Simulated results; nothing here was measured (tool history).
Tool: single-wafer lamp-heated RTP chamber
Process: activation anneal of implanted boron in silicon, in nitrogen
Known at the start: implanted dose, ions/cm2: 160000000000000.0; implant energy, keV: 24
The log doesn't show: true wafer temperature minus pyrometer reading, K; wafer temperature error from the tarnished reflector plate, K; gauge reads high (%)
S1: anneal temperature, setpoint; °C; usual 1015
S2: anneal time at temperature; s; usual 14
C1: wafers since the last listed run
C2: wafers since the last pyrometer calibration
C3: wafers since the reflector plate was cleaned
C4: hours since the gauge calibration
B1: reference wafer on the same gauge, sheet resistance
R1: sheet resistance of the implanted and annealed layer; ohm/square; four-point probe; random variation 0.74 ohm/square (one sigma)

{"run": 1, "hour": 0.0, "S1": 995, "S2": 14, "C1": 0, "C2": 4894, "C3": 8757, "C4": 61.8, "B1": 512.5, "R1": 499.29}
{"run": 2, "hour": 6.7, "S1": 1015, "S2": 11, "C1": 65, "C2": 4959, "C3": 8822, "C4": 68.5, "B1": 512.56, "R1": 496.46}
{"run": 3, "hour": 22.3, "S1": 1015, "S2": 11, "C1": 152, "C2": 5112, "C3": 8975, "C4": 84.1, "B1": 513.3, "R1": 496.08}
{"run": 4, "hour": 34.2, "S1": 1015, "S2": 14, "C1": 116, "C2": 5228, "C3": 9091, "C4": 96.0, "B1": 513.76, "R1": 496.35}
{"run": 5, "hour": 41.1, "S1": 1015, "S2": 14, "C1": 67, "C2": 5296, "C3": 9158, "C4": 102.9, "B1": 514.02, "R1": 497.02}
{"run": 6, "hour": 52.4, "S1": 1015, "S2": 14, "C1": 110, "C2": 5406, "C3": 9269, "C4": 114.2, "B1": 513.88, "R1": 496.58}
{"run": 7, "hour": 68.7, "S1": 1015, "S2": 14, "C1": 159, "C2": 5565, "C3": 9428, "C4": 130.5, "B1": 514.61, "R1": 497.66}
{"hour": 79.3, "done": "pyrometer window cleaned and pyrometer calibrated"}
{"run": 8, "hour": 81.0, "S1": 1015, "S2": 14, "C1": 42, "C2": 17, "C3": 9470, "C4": 142.8, "B1": 515.14, "R1": 498.59}
{"run": 9, "hour": 96.1, "S1": 1015, "S2": 14, "C1": 147, "C2": 164, "C3": 9618, "C4": 157.9, "B1": 515.24, "R1": 498.22}
{"run": 10, "hour": 111.7, "S1": 1015, "S2": 14, "C1": 152, "C2": 317, "C3": 9770, "C4": 173.5, "B1": 515.4, "R1": 498.86}
{"run": 11, "hour": 121.7, "S1": 992, "S2": 14, "C1": 97, "C2": 414, "C3": 9868, "C4": 183.5, "B1": 515.79, "R1": 503.76}
{"run": 12, "hour": 132.4, "S1": 992, "S2": 14, "C1": 104, "C2": 519, "C3": 9973, "C4": 194.2, "B1": 515.79, "R1": 501.87}
{"run": 13, "hour": 139.4, "S1": 992, "S2": 14, "C1": 68, "C2": 588, "C3": 10041, "C4": 201.2, "B1": 516.06, "R1": 502.69}
{"run": 14, "hour": 152.5, "S1": 1015, "S2": 14, "C1": 128, "C2": 716, "C3": 10169, "C4": 214.3, "B1": 516.0, "R1": 499.87}
{"run": 15, "hour": 160.4, "S1": 1015, "S2": 14, "C1": 77, "C2": 793, "C3": 10246, "C4": 222.2, "B1": 516.2, "R1": 498.16}
{"run": 16, "hour": 174.8, "S1": 1001, "S2": 14, "C1": 140, "C2": 934, "C3": 10387, "C4": 236.6, "B1": 516.33, "R1": 502.36}
{"run": 17, "hour": 187.1, "S1": 1032, "S2": 22, "C1": 120, "C2": 1054, "C3": 10508, "C4": 248.9, "B1": 516.63, "R1": 497.71}
{"run": 18, "hour": 205.0, "S1": 1005, "S2": 18, "C1": 174, "C2": 1229, "C3": 10683, "C4": 266.8, "B1": 516.83, "R1": 500.17}
{"hour": 215.3, "done": "reflector plate cleaned"}
{"run": 19, "hour": 221.7, "S1": 1003, "S2": 22, "C1": 85, "C2": 1314, "C3": 62, "C4": 283.5, "B1": 516.92, "R1": 499.9}
{"run": 20, "hour": 230.9, "S1": 1045, "S2": 21, "C1": 89, "C2": 1404, "C3": 152, "C4": 292.7, "B1": 516.88, "R1": 498.4}
{"run": 21, "hour": 243.9, "S1": 1015, "S2": 14, "C1": 127, "C2": 1531, "C3": 279, "C4": 305.7, "B1": 517.28, "R1": 501.04}
{"run": 22, "hour": 255.7, "S1": 1023, "S2": 20, "C1": 115, "C2": 1646, "C3": 395, "C4": 317.5, "B1": 517.32, "R1": 498.02}
{"run": 23, "hour": 272.4, "S1": 992, "S2": 11, "C1": 163, "C2": 1810, "C3": 558, "C4": 334.2, "B1": 517.05, "R1": 504.69}
{"run": 24, "hour": 285.0, "S1": 1015, "S2": 14, "C1": 123, "C2": 1933, "C3": 681, "C4": 346.8, "B1": 517.45, "R1": 499.91}
{"run": 25, "hour": 303.0, "S1": 986, "S2": 9, "C1": 175, "C2": 2109, "C3": 857, "C4": 364.8, "B1": 517.18, "R1": 508.32}
{"run": 26, "hour": 314.8, "S1": 1015, "S2": 14, "C1": 115, "C2": 2224, "C3": 972, "C4": 376.6, "B1": 517.4, "R1": 500.57}
{"run": 27, "hour": 324.1, "S1": 1015, "S2": 14, "C1": 90, "C2": 2315, "C3": 1063, "C4": 385.9, "B1": 517.53, "R1": 500.52}
{"run": 28, "hour": 339.1, "S1": 1015, "S2": 14, "C1": 146, "C2": 2462, "C3": 1210, "C4": 400.9, "B1": 517.75, "R1": 500.62}
{"hour": 343.4, "done": "gauge calibrated"}
{"run": 29, "hour": 353.3, "S1": 1015, "S2": 14, "C1": 138, "C2": 2600, "C3": 1349, "C4": 9.9, "B1": 513.43, "R1": 495.74}
{"run": 30, "hour": 366.2, "S1": 1039, "S2": 20, "C1": 126, "C2": 2727, "C3": 1475, "C4": 22.8, "B1": 513.85, "R1": 497.33}
{"run": 31, "hour": 376.6, "S1": 1006, "S2": 18, "C1": 101, "C2": 2828, "C3": 1577, "C4": 33.2, "B1": 514.57, "R1": 497.61}
{"run": 32, "hour": 390.1, "S1": 1015, "S2": 14, "C1": 131, "C2": 2960, "C3": 1709, "C4": 46.7, "B1": 515.35, "R1": 498.7}
{"run": 33, "hour": 401.6, "S1": 1015, "S2": 19, "C1": 112, "C2": 3073, "C3": 1821, "C4": 58.2, "B1": 515.75, "R1": 496.88}
{"run": 34, "hour": 417.5, "S1": 1026, "S2": 17, "C1": 155, "C2": 3228, "C3": 1976, "C4": 74.1, "B1": 516.26, "R1": 499.28}
{"run": 35, "hour": 431.0, "S1": 1006, "S2": 20, "C1": 131, "C2": 3360, "C3": 2108, "C4": 87.6, "B1": 516.66, "R1": 500.07}
{"run": 36, "hour": 447.5, "S1": 1015, "S2": 14, "C1": 161, "C2": 3521, "C3": 2270, "C4": 104.1, "B1": 517.6, "R1": 498.55}
{"run": 37, "hour": 454.4, "S1": 1027, "S2": 7, "C1": 67, "C2": 3589, "C3": 2337, "C4": 111.0, "B1": 517.56, "R1": 500.65}

Hidden state at the last listed run before each entry between runs and at the first one after, where it differs:
Between runs 7 and 8: pyrometer window cleaned and pyrometer calibrated (hour 79.3)
  gauge reads high (%): 0.707 -> 0.765
  measured less the result without the state, R1: +3.50 -> +3.78 ohm/square
Between runs 18 and 19: reflector plate cleaned (hour 215.3)
  gauge reads high (%): 1.13 -> 1.16
  measured less the result without the state, R1: +5.59 -> +5.73 ohm/square
Between runs 28 and 29: gauge calibrated (hour 343.4)
  gauge reads high (%): 1.29 -> 0.439
  measured less the result without the state, R1: +6.35 -> +2.17 ohm/square
